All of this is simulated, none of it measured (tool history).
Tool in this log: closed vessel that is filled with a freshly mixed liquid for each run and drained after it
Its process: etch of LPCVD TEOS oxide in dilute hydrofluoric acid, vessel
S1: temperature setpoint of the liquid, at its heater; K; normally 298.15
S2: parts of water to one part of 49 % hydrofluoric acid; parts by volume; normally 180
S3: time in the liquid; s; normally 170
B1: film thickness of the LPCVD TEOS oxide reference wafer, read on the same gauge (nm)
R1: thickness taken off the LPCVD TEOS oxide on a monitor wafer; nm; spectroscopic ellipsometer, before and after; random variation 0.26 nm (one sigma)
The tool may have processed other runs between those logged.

run 1 day=0.000 | S1=295.15 S2=130 S3=170 | B1=67.46 | R1=34.42
run 2 day=8.992 | S1=298.15 S2=180 S3=170 | B1=66.84 | R1=26.34
run 3 day=12.283 | S1=294.65 S2=180 S3=215 | B1=66.64 | R1=29.23
run 4 day=15.721 | S1=294.65 S2=180 S3=215 | B1=66.38 | R1=28.68
run 5 day=18.771 | S1=294.65 S2=180 S3=215 | B1=66.14 | R1=29.09
-- day=20.338 thermometer replaced
-- day=21.217 hydrofluoric acid flow meter replaced
run 6 day=21.750 | S1=298.15 S2=180 S3=170 | B1=65.93 | R1=26.06
run 7 day=24.908 | S1=298.15 S2=180 S3=170 | B1=65.63 | R1=25.56
run 8 day=29.342 | S1=298.15 S2=180 S3=170 | B1=65.27 | R1=25.79
run 9 day=32.633 | S1=298.15 S2=180 S3=170 | B1=64.96 | R1=25.33
run 10 day=36.338 | S1=298.15 S2=180 S3=170 | B1=64.61 | R1=25.26
run 11 day=40.829 | S1=298.15 S2=180 S3=170 | B1=64.15 | R1=25.28
run 12 day=44.275 | S1=298.15 S2=115 S3=170 | B1=63.83 | R1=42.46
run 13 day=48.646 | S1=298.15 S2=115 S3=170 | B1=63.35 | R1=42.81
run 14 day=52.808 | S1=298.15 S2=180 S3=170 | B1=62.91 | R1=24.86
run 15 day=56.779 | S1=296.65 S2=110 S3=170 | B1=62.46 | R1=41.25
-- day=57.096 hydrofluoric acid flow meter replaced
run 16 day=59.421 | S1=298.15 S2=180 S3=170 | B1=62.14 | R1=24.56
-- day=61.375 gauge calibrated
run 17 day=63.821 | S1=298.15 S2=180 S3=170 | B1=69.18 | R1=27.08
-- day=64.800 thermometer replaced
run 18 day=65.454 | S1=298.15 S2=180 S3=200 | B1=69.13 | R1=31.48
run 19 day=69.271 | S1=295.15 S2=130 S3=170 | B1=69.14 | R1=34.83
run 20 day=72.617 | S1=302.65 S2=150 S3=95 | B1=69.12 | R1=21.84
run 21 day=74.208 | S1=302.65 S2=180 S3=170 | B1=69.06 | R1=31.81
run 22 day=78.367 | S1=296.15 S2=180 S3=105 | B1=69.03 | R1=15.57
run 23 day=81.662 | S1=296.15 S2=180 S3=170 | B1=68.99 | R1=25.08
-- day=85.908 hydrofluoric acid flow meter replaced
run 24 day=91.750 | S1=298.15 S2=180 S3=170 | B1=68.74 | R1=26.98
run 25 day=94.792 | S1=293.65 S2=180 S3=170 | B1=68.62 | R1=22.68
run 26 day=98.438 | S1=298.15 S2=180 S3=170 | B1=68.52 | R1=27.21
run 27 day=100.338 | S1=293.65 S2=150 S3=140 | B1=68.49 | R1=23.10
-- day=101.625 thermometer replaced
run 28 day=105.429 | S1=302.15 S2=180 S3=225 | B1=68.25 | R1=41.18
run 29 day=109.312 | S1=298.15 S2=180 S3=265 | B1=68.06 | R1=41.40
run 30 day=111.721 | S1=301.65 S2=130 S3=140 | B1=67.99 | R1=36.82
-- day=112.696 hydrofluoric acid flow meter replaced
run 31 day=114.058 | S1=298.15 S2=205 S3=170 | B1=67.82 | R1=22.69
run 32 day=118.167 | S1=298.15 S2=180 S3=170 | B1=67.66 | R1=26.50
run 33 day=121.425 | S1=298.15 S2=180 S3=170 | B1=67.49 | R1=26.62
run 34 day=124.033 | S1=298.15 S2=120 S3=145 | B1=67.32 | R1=36.22

Alternative continuations, all from the tool just after run 34; predict every row:
run A day=124.062 | S1=298.15 S2=180 S3=170 | B1=? | R1=?
run B day=124.062 | S1=293.65 S2=205 S3=205 | B1=? | R1=?
run C day=124.062 | S1=300.65 S2=140 S3=195 | B1=? | R1=?

run=A B1=67.37 R1=26.13
run=B B1=67.37 R1=22.75
run=C B1=67.37 R1=44.35
Take away the tool's hidden state, keep each run's random variation, and the runs would have read:
run=A R1=27.17
run=B R1=23.65
run=C R1=46.10
